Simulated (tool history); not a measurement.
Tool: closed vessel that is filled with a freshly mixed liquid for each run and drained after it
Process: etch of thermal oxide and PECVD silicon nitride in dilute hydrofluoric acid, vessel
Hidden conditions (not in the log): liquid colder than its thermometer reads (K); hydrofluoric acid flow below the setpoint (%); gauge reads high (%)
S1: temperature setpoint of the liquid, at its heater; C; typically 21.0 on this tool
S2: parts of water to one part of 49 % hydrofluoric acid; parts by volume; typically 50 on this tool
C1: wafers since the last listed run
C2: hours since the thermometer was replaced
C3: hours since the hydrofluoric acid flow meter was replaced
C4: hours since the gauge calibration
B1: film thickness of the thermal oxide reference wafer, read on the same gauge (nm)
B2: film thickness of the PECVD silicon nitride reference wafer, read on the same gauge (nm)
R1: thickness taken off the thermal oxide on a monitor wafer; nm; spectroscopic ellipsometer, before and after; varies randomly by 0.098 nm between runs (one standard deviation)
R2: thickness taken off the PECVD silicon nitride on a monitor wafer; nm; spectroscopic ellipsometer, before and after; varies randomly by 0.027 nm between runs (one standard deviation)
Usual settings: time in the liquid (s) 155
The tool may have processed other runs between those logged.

{"run": 1, "day": 0.0, "S1": 21.0, "S2": 50, "time in the liquid (s)": 155, "C1": 0, "C2": 979.7, "C3": 498.6, "C4": 578.4, "B1": 102.25, "B2": 61.353, "R1": 13.96, "R2": 4.612}
{"run": 2, "day": 1.496, "S1": 21.0, "S2": 50, "time in the liquid (s)": 155, "C1": 2699, "C2": 1015.6, "C3": 534.5, "C4": 614.3, "B1": 102.5, "B2": 61.439, "R1": 13.91, "R2": 4.632}
{"day": 2.108, "done": "gauge calibrated"}
{"run": 3, "day": 2.95, "S1": 21.0, "S2": 50, "time in the liquid (s)": 155, "C1": 2624, "C2": 1050.5, "C3": 569.4, "C4": 20.2, "B1": 99.82, "B2": 59.849, "R1": 13.71, "R2": 4.486}
{"run": 4, "day": 3.658, "S1": 21.0, "S2": 50, "time in the liquid (s)": 155, "C1": 1278, "C2": 1067.5, "C3": 586.4, "C4": 37.2, "B1": 99.83, "B2": 59.85, "R1": 13.46, "R2": 4.508}
{"run": 5, "day": 4.65, "S1": 22.5, "S2": 65, "time in the liquid (s)": 85, "C1": 1789, "C2": 1091.3, "C3": 610.2, "C4": 61.0, "B1": 99.84, "B2": 59.937, "R1": 6.0, "R2": 2.121}
{"run": 6, "day": 5.892, "S1": 21.0, "S2": 60, "time in the liquid (s)": 155, "C1": 2241, "C2": 1121.1, "C3": 640.0, "C4": 90.8, "B1": 99.86, "B2": 59.946, "R1": 11.12, "R2": 3.794}
{"day": 5.971, "done": "hydrofluoric acid flow meter replaced"}
{"run": 7, "day": 8.038, "S1": 25.5, "S2": 35, "time in the liquid (s)": 100, "C1": 3797, "C2": 1172.6, "C3": 49.6, "C4": 142.3, "B1": 99.92, "B2": 59.967, "R1": 15.51, "R2": 5.631}
{"run": 8, "day": 9.088, "S1": 25.5, "S2": 50, "time in the liquid (s)": 105, "C1": 1895, "C2": 1197.8, "C3": 74.8, "C4": 167.5, "B1": 100.0, "B2": 60.011, "R1": 11.14, "R2": 4.15}
{"run": 9, "day": 10.104, "S1": 21.0, "S2": 75, "time in the liquid (s)": 155, "C1": 1834, "C2": 1222.2, "C3": 99.2, "C4": 191.9, "B1": 100.04, "B2": 59.984, "R1": 8.72, "R2": 3.053}
{"run": 10, "day": 11.188, "S1": 19.5, "S2": 35, "time in the liquid (s)": 185, "C1": 1955, "C2": 1248.2, "C3": 125.2, "C4": 217.9, "B1": 100.11, "B2": 60.115, "R1": 22.4, "R2": 6.917}
{"run": 11, "day": 12.396, "S1": 21.0, "S2": 50, "time in the liquid (s)": 155, "C1": 2180, "C2": 1277.2, "C3": 154.2, "C4": 246.9, "B1": 100.18, "B2": 60.071, "R1": 13.7, "R2": 4.521}
{"run": 12, "day": 16.817, "S1": 21.0, "S2": 50, "time in the liquid (s)": 155, "C1": 7979, "C2": 1383.3, "C3": 260.3, "C4": 353.0, "B1": 100.6, "B2": 60.311, "R1": 13.56, "R2": 4.498}
{"run": 13, "day": 18.296, "S1": 21.0, "S2": 25, "time in the liquid (s)": 155, "C1": 2669, "C2": 1418.8, "C3": 295.8, "C4": 388.5, "B1": 100.78, "B2": 60.443, "R1": 28.52, "R2": 8.877}
{"run": 14, "day": 19.375, "S1": 21.0, "S2": 50, "time in the liquid (s)": 195, "C1": 1947, "C2": 1444.7, "C3": 321.7, "C4": 414.4, "B1": 100.88, "B2": 60.568, "R1": 17.29, "R2": 5.778}
{"run": 15, "day": 20.454, "S1": 23.0, "S2": 60, "time in the liquid (s)": 155, "C1": 1947, "C2": 1470.6, "C3": 347.6, "C4": 440.3, "B1": 101.06, "B2": 60.571, "R1": 12.31, "R2": 4.42}
{"day": 20.546, "done": "thermometer replaced"}
{"run": 16, "day": 21.738, "S1": 21.0, "S2": 50, "time in the liquid (s)": 155, "C1": 2241, "C2": 28.6, "C3": 378.4, "C4": 471.1, "B1": 101.25, "B2": 60.725, "R1": 13.81, "R2": 4.562}
{"run": 17, "day": 23.108, "S1": 25.0, "S2": 75, "time in the liquid (s)": 190, "C1": 2474, "C2": 61.5, "C3": 411.3, "C4": 504.0, "B1": 101.43, "B2": 60.864, "R1": 13.01, "R2": 4.961}
{"run": 18, "day": 24.533, "S1": 25.5, "S2": 70, "time in the liquid (s)": 210, "C1": 2571, "C2": 95.7, "C3": 445.5, "C4": 538.2, "B1": 101.67, "B2": 61.015, "R1": 15.5, "R2": 6.095}
{"run": 19, "day": 25.55, "S1": 25.0, "S2": 35, "time in the liquid (s)": 115, "C1": 1834, "C2": 120.1, "C3": 469.9, "C4": 562.6, "B1": 101.83, "B2": 61.114, "R1": 17.71, "R2": 6.368}
{"run": 20, "day": 26.488, "S1": 24.5, "S2": 50, "time in the liquid (s)": 110, "C1": 1692, "C2": 142.6, "C3": 492.4, "C4": 585.1, "B1": 101.97, "B2": 61.205, "R1": 11.45, "R2": 4.164}
{"run": 21, "day": 27.475, "S1": 24.0, "S2": 40, "time in the liquid (s)": 155, "C1": 1782, "C2": 166.3, "C3": 516.1, "C4": 608.8, "B1": 102.2, "B2": 61.31, "R1": 19.85, "R2": 7.076}
{"run": 22, "day": 28.433, "S1": 21.0, "S2": 50, "time in the liquid (s)": 60, "C1": 1729, "C2": 189.3, "C3": 539.1, "C4": 631.8, "B1": 102.34, "B2": 61.363, "R1": 5.34, "R2": 1.794}
{"run": 23, "day": 29.229, "S1": 21.0, "S2": 50, "time in the liquid (s)": 155, "C1": 1436, "C2": 208.4, "C3": 558.2, "C4": 650.9, "B1": 102.51, "B2": 61.521, "R1": 13.83, "R2": 4.659}
{"day": 29.954, "done": "hydrofluoric acid flow meter replaced"}
{"run": 24, "day": 30.071, "S1": 25.5, "S2": 45, "time in the liquid (s)": 155, "C1": 1443, "C2": 228.6, "C3": 2.8, "C4": 671.1, "B1": 102.69, "B2": 61.59, "R1": 18.88, "R2": 6.997}

What if the next run were any one of these 5? Each begins from the tool's condition after run 24:
{"run": "A", "day": 30.1, "S1": 21.0, "S2": 50, "time in the liquid (s)": 155, "C1": 52, "C2": 229.3, "C3": 3.5, "C4": 671.8, "B1": "?", "B2": "?", "R1": "?", "R2": "?"}
{"run": "B", "day": 30.1, "S1": 17.0, "S2": 50, "time in the liquid (s)": 155, "C1": 52, "C2": 229.3, "C3": 3.5, "C4": 671.8, "B1": "?", "B2": "?", "R1": "?", "R2": "?"}
{"run": "C", "day": 30.1, "S1": 24.5, "S2": 30, "time in the liquid (s)": 185, "C1": 52, "C2": 229.3, "C3": 3.5, "C4": 671.8, "B1": "?", "B2": "?", "R1": "?", "R2": "?"}
{"run": "D", "day": 30.1, "S1": 22.5, "S2": 70, "time in the liquid (s)": 200, "C1": 52, "C2": 229.3, "C3": 3.5, "C4": 671.8, "B1": "?", "B2": "?", "R1": "?", "R2": "?"}
{"run": "E", "day": 30.1, "S1": 24.0, "S2": 50, "time in the liquid (s)": 155, "C1": 52, "C2": 229.3, "C3": 3.5, "C4": 671.8, "B1": "?", "B2": "?", "R1": "?", "R2": "?"}

run=A B1=102.67 B2=61.624 R1=13.97 R2=4.679
run=B B1=102.67 B2=61.624 R1=11.77 R2=3.536
run=C B1=102.67 B2=61.624 R1=33.01 R2=11.654
run=D B1=102.67 B2=61.624 R1=13.37 R2=4.814
run=E B1=102.67 B2=61.624 R1=15.82 R2=5.741
Take away the tool's hidden state, keep each run's random variation, and the runs would have read:
run=A R1=13.60 R2=4.556
run=B R1=11.46 R2=3.443
run=C R1=32.15 R2=11.349
run=D R1=13.02 R2=4.688
run=E R1=15.41 R2=5.591
